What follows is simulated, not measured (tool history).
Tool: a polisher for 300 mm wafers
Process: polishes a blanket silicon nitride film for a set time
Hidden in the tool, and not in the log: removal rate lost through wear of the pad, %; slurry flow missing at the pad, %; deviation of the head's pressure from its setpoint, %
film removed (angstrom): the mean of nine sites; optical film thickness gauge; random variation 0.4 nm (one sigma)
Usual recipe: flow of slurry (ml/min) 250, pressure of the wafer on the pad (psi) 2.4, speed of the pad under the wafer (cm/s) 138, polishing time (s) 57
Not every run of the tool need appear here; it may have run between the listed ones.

run,hour,flow of slurry (ml/min),pressure of the wafer on the pad (psi),speed of the pad under the wafer (cm/s),polishing time (s),wafers since the last listed run,wafers polished on this pad,hours since the slurry nozzle was cleaned,hours since the head pressure was calibrated,"incoming thickness of the incoming film, nm",film removed (angstrom)
1,0.0,250,2.4,138,57,0,507,143.5,649.2,808.4,583
2,8.8,250,2.4,138,57,73,581,152.3,658.0,810.2,570
3,22.5,250,2.4,138,57,114,695,166.0,671.7,823.6,570
# hour 27.6: worn pad replaced by a new one
4,31.8,250,2.4,138,57,44,35,175.3,681.0,803.3,620
5,43.2,250,2.4,138,57,95,130,186.7,692.4,822.5,611
6,60.9,250,2.4,138,57,147,278,204.4,710.1,814.6,594
7,67.0,250,2.4,138,57,50,329,210.5,716.2,807.7,594
8,80.2,250,2.4,138,57,110,439,223.7,729.4,802.6,591

Expected results for the next run?
9,93.1,210,2.4,138,57,107,547,236.6,742.3,818.2,?

film removed (angstrom): 583
On a tool with no hidden condition, and with the same random variation, this run would have come out at film removed (angstrom) 705.
